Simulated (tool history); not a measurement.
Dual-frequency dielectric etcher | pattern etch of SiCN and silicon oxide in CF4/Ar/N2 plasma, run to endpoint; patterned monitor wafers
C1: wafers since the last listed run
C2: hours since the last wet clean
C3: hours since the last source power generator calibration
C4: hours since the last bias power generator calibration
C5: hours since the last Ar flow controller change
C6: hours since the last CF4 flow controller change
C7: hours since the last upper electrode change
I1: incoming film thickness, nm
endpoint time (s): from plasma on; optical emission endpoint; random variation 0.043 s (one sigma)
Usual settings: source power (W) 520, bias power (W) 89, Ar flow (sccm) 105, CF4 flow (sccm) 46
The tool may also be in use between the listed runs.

{"run": 1, "hour": 0.0, "source power (W)": 520, "bias power (W)": 89, "Ar flow (sccm)": 105, "CF4 flow (sccm)": 46, "C1": 0, "C2": 554.3, "C3": 3776.8, "C4": 3549.4, "C5": 5434.5, "C6": 2922.5, "C7": 4935.3, "I1": 10.42, "endpoint time (s)": 10.5}
{"run": 2, "hour": 48.6, "source power (W)": 520, "bias power (W)": 89, "Ar flow (sccm)": 105, "CF4 flow (sccm)": 46, "C1": 651, "C2": 602.9, "C3": 3825.4, "C4": 3598.0, "C5": 5483.1, "C6": 2971.1, "C7": 4983.9, "I1": 10.59, "endpoint time (s)": 10.7}
{"hour": 83.1, "done": "wet clean of the chamber"}
{"run": 3, "hour": 83.6, "source power (W)": 520, "bias power (W)": 89, "Ar flow (sccm)": 105, "CF4 flow (sccm)": 46, "C1": 147, "C2": 0.5, "C3": 3860.4, "C4": 3633.0, "C5": 5518.1, "C6": 3006.1, "C7": 5018.9, "I1": 10.46, "endpoint time (s)": 10.5}
{"run": 4, "hour": 84.0, "source power (W)": 520, "bias power (W)": 89, "Ar flow (sccm)": 105, "CF4 flow (sccm)": 46, "C1": 5, "C2": 0.9, "C3": 3860.8, "C4": 3633.4, "C5": 5518.5, "C6": 3006.5, "C7": 5019.3, "I1": 10.61, "endpoint time (s)": 10.7}
{"hour": 91.1, "done": "CF4 flow controller replaced"}
{"run": 5, "hour": 93.8, "source power (W)": 520, "bias power (W)": 89, "Ar flow (sccm)": 86, "CF4 flow (sccm)": 53, "C1": 50, "C2": 10.7, "C3": 3870.6, "C4": 3643.2, "C5": 5528.3, "C6": 2.7, "C7": 5029.1, "I1": 10.43, "endpoint time (s)": 10.1}
{"hour": 116.2, "done": "bias power generator calibrated"}
{"hour": 118.5, "done": "upper electrode replaced"}
{"hour": 121.7, "done": "Ar flow controller replaced"}
{"run": 6, "hour": 122.2, "source power (W)": 560, "bias power (W)": 89, "Ar flow (sccm)": 105, "CF4 flow (sccm)": 46, "C1": 254, "C2": 39.1, "C3": 3899.0, "C4": 6.0, "C5": 0.5, "C6": 31.1, "C7": 3.7, "I1": 10.51, "endpoint time (s)": 10.2}
{"run": 7, "hour": 122.5, "source power (W)": 560, "bias power (W)": 89, "Ar flow (sccm)": 105, "CF4 flow (sccm)": 46, "C1": 4, "C2": 39.4, "C3": 3899.3, "C4": 6.3, "C5": 0.8, "C6": 31.4, "C7": 4.0, "I1": 10.44, "endpoint time (s)": 10.0}
{"hour": 142.6, "done": "source power generator calibrated"}
{"run": 8, "hour": 167.3, "source power (W)": 590, "bias power (W)": 67, "Ar flow (sccm)": 113, "CF4 flow (sccm)": 54, "C1": 546, "C2": 84.2, "C3": 24.7, "C4": 51.1, "C5": 45.6, "C6": 76.2, "C7": 48.8, "I1": 10.45, "endpoint time (s)": 11.4}
{"run": 9, "hour": 184.4, "source power (W)": 520, "bias power (W)": 89, "Ar flow (sccm)": 122, "CF4 flow (sccm)": 46, "C1": 229, "C2": 101.3, "C3": 41.8, "C4": 68.2, "C5": 62.7, "C6": 93.3, "C7": 65.9, "I1": 10.64, "endpoint time (s)": 11.0}
{"run": 10, "hour": 199.3, "source power (W)": 520, "bias power (W)": 89, "Ar flow (sccm)": 105, "CF4 flow (sccm)": 49, "C1": 199, "C2": 116.2, "C3": 56.7, "C4": 83.1, "C5": 77.6, "C6": 108.2, "C7": 80.8, "I1": 10.52, "endpoint time (s)": 10.6}

The next listed run, before its measurement:
{"run": 11, "hour": 206.4, "source power (W)": 520, "bias power (W)": 89, "Ar flow (sccm)": 89, "CF4 flow (sccm)": 46, "C1": 95, "C2": 123.3, "C3": 63.8, "C4": 90.2, "C5": 84.7, "C6": 115.3, "C7": 87.9, "I1": 10.53, "endpoint time (s)": "?"}

{"run 11": {"endpoint time (s)": 10.4}}
Without the tool's hidden state the same run would have given endpoint time (s) 10.4.

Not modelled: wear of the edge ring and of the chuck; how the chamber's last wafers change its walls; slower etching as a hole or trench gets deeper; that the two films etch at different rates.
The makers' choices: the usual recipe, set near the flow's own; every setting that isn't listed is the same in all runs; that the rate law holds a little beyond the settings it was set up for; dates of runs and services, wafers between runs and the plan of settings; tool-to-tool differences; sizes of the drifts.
